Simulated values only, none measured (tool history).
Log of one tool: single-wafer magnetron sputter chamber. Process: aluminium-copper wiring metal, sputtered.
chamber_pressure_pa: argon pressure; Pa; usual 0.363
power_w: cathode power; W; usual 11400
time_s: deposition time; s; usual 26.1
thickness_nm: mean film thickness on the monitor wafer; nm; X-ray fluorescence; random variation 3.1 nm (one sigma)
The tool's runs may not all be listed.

| run | hour | chamber_pressure_pa | power_w | time_s | read-back reference wafer on the same gauge, thickness_nm | thickness_nm |
|---|---|---|---|---|---|---|
| 1 | 0.0 | 0.363 | 12150 | 22.8 | 506.497 | 491.452 |
| 2 | 11.8 | 0.363 | 12150 | 22.8 | 507.105 | 498.753 |
| 3 | 25.1 | 0.363 | 12150 | 22.8 | 506.982 | 496.705 |
| 4 | 53.3 | 0.363 | 11400 | 26.1 | 507.172 | 529.594 |
| 5 | 69.6 | 0.363 | 11400 | 26.1 | 507.124 | 519.324 |
| 6 | 86.0 | 0.363 | 11400 | 26.1 | 507.183 | 520.134 |
| 7 | 98.4 | 0.363 | 11400 | 26.1 | 506.377 | 527.274 |
| 8 | 113.8 | 0.363 | 11400 | 26.1 | 507.456 | 525.118 |
|  | 122.5 | sputter target and shields replaced |
|  | 134.3 | magnet pack replaced, of another model than before |
| 9 | 162.4 | 0.282 | 11400 | 25.0 | 506.952 | 524.379 |
| 10 | 176.0 | 0.477 | 11400 | 24.6 | 507.717 | 488.738 |
| 11 | 190.8 | 0.363 | 11400 | 29.2 | 507.273 | 593.987 |
| 12 | 205.4 | 0.363 | 11400 | 29.2 | 507.046 | 594.466 |
| 13 | 221.1 | 0.363 | 11400 | 29.2 | 507.337 | 598.418 |
|  | 227.4 | gauge calibrated |
| 14 | 228.9 | 0.449 | 11400 | 26.1 | 506.476 | 516.524 |
| 15 | 235.7 | 0.449 | 11400 | 26.1 | 507.112 | 514.992 |
| 16 | 246.9 | 0.449 | 11400 | 26.1 | 507.390 | 519.554 |
| 17 | 259.6 | 0.363 | 12150 | 22.8 | 507.708 | 493.964 |
| 18 | 270.6 | 0.363 | 11400 | 29.2 | 506.767 | 590.923 |
| 19 | 282.9 | 0.501 | 12850 | 31.1 | 506.763 | 674.039 |
| 20 | 293.5 | 0.363 | 11400 | 26.1 | 506.146 | 526.155 |
| 21 | 309.1 | 0.363 | 11400 | 26.1 | 507.150 | 519.248 |
| 22 | 315.9 | 0.245 | 11400 | 26.1 | 506.925 | 535.414 |
| 23 | 321.9 | 0.363 | 11400 | 27.6 | 507.099 | 545.695 |
|  | 340.8 | sputter target and shields replaced |
|  | 342.7 | capacitance manometer re-zeroed and calibrated |
| 24 | 343.2 | 0.363 | 9050 | 26.1 | 506.146 | 428.188 |
| 25 | 349.5 | 0.363 | 9950 | 26.1 | 506.411 | 471.169 |
| 26 | 366.6 | 0.423 | 11400 | 24.2 | 507.328 | 491.709 |
| 27 | 373.2 | 0.430 | 14000 | 29.9 | 506.528 | 738.872 |
| 28 | 389.6 | 0.363 | 11400 | 22.9 | 506.151 | 470.084 |
| 29 | 396.2 | 0.363 | 11400 | 26.1 | 506.352 | 536.388 |
| 30 | 407.9 | 0.363 | 12400 | 26.1 | 507.684 | 573.460 |
| 31 | 414.0 | 0.363 | 11400 | 26.1 | 506.872 | 538.439 |

Forecast run 32:
| 32 | 431.5 | 0.363 | 11400 | 26.1 | ? | ? |

Run 32 gave read-back reference wafer on the same gauge, thickness_nm 506.560, thickness_nm 534.722 nm.
Without the tool's hidden state the same run would have given thickness_nm 544.835 nm.

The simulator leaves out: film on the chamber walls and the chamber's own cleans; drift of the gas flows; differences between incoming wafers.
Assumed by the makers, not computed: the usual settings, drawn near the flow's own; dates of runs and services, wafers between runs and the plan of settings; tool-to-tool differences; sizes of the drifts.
